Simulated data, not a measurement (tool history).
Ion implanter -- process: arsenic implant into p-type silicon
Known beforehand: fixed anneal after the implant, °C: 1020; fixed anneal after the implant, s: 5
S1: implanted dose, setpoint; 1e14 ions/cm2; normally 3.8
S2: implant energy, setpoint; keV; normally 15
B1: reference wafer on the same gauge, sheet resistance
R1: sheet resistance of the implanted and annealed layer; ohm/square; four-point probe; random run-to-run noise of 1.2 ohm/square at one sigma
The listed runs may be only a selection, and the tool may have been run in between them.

run	day	S1	S2	B1	R1
1	0	3.8	15	253.07	248.01
2	2.812	3.8	15	252.76	247.31
3	4.425	3.8	15	252.37	247.36
4	6.842	3.53	15	252.25	259.13
5	10.038	3.53	15	251.53	259.15
6	13.846	3.53	15	251.17	256.14
7	18.15	3.01	15	250.62	291.09
8	22.475	2.93	16.5	250.3	293.01
9	24.754	2.93	16.5	250.13	295.71
10	27.971	2.93	16.5	250.13	290.94
11	31.329	3.8	15	249.83	245.37
12	35.325	3.8	15	249.24	240.81
13	38.079	3.8	15	249.23	244.15
14	44.4	2.9	15	249.09	298.54
15	48.675	2.9	15	248.82	297.94
16	50.971	3.4	15	248.89	264.19
17	54.054	3.4	15	248.88	264.77
18	57.388	4.93	13	248.6	205.83
19	59.417	3.8	18.5	248.69	238.12
20	63.833	4.93	11.5	248.78	207.59
21	66.992	4.84	10.5	257.84	223.3
22	71.379	3.8	10.5	256.39	264.2
23	73.875	4.64	15	255.82	216.99
24	75.667	4.92	10	255.21	220.05
25	78.046	3.3	13.5	255.18	277.18
26	82.333	4.27	12.5	254.23	233.2
27	86.796	3.51	19	252.97	252.05
28	88.867	4.69	13.5	252.68	214.6
29	91.292	3.8	15	252.15	245.49
30	93.138	3.8	15	251.96	246.15
31	95.375	2.89	16.5	251.76	297.39
32	99.3	3.8	15	251.14	244.25
33	103.4	4.31	13	250.42	227.55
34	106.05	4.58	12	249.84	220.16
35	108.988	2.89	16.5	249.89	292.64

Not shown here: 4 entries made in the log between runs. Locate each between two listed runs and compare the hidden state at the listed run before it with the hidden state at the listed run after it:
Run 12 -> run 13: extraction supply calibrated (day 37.279)
  gauge reads high (%): -4.01 -> -4.06
  what was measured, less what the result would be without the hidden state, R1: -10.05 -> -10.34 ohm/square
Run 13 -> run 14: Faraday cup replaced and dose calibrated (day 39.008)
  gauge reads high (%): -4.06 -> -4.18
  what was measured, less what the result would be without the hidden state, R1: -10.34 -> -13.03 ohm/square
Run 20 -> run 21: gauge calibrated (day 66.85)
  gauge reads high (%): -4.44 -> -0.751
  what was measured, less what the result would be without the hidden state, R1: -9.66 -> -1.69 ohm/square
Run 25 -> run 26: Faraday cup replaced and dose calibrated (day 81.762)
  gauge reads high (%): -1.96 -> -2.35
  what was measured, less what the result would be without the hidden state, R1: -5.55 -> -5.61 ohm/square
